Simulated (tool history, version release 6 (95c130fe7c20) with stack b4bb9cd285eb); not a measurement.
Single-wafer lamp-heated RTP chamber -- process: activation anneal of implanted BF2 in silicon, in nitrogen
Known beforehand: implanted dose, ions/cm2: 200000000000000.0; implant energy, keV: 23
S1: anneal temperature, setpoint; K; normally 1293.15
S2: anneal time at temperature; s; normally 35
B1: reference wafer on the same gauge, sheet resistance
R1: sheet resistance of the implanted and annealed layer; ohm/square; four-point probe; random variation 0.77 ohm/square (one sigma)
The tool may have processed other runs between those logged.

run	hour	S1	S2	B1	R1
1	0.0	1293.15	35	426.15	519.81
2	10.1	1300.15	27	426.41	522.57
3	19.3	1300.15	27	426.24	520.76
4	35.8	1293.15	28	426.83	522.78
5	49.4	1293.15	28	426.81	521.68
6	59.6	1293.15	35	427.03	520.97
7	74.3	1293.15	35	427.13	521.57
8	84.9	1293.15	35	427.55	520.79
9	94.5	1293.15	35	427.76	522.38
10	108.7	1286.15	35	427.90	522.57
11	147.2	1286.15	35	428.30	522.93
12	159.5	1312.15	35	428.58	518.08
# hour 172.7: reflector plate cleaned
13	173.2	1293.15	35	428.57	521.90
# hour 179.8: gauge calibrated
14	186.9	1304.15	35	419.87	510.99
15	196.4	1304.15	35	420.25	509.97
16	212.5	1293.15	35	420.17	512.78
17	223.8	1318.15	50	420.37	503.29
18	238.9	1276.15	41	420.83	513.41
19	251.8	1272.15	47	421.17	513.55
20	265.0	1285.15	46	421.09	513.69
21	278.7	1293.15	35	421.21	514.27
22	293.4	1268.15	35	421.51	517.11

Expected results for the next run?
# hour 308.5: pyrometer window cleaned and pyrometer calibrated
23	309.0	1310.15	28	?	?

B1: 421.90
R1: 512.85 ohm/square
Were there no unlogged condition in the tool, this run, its random variation unchanged, would have produced R1 510.79 ohm/square.
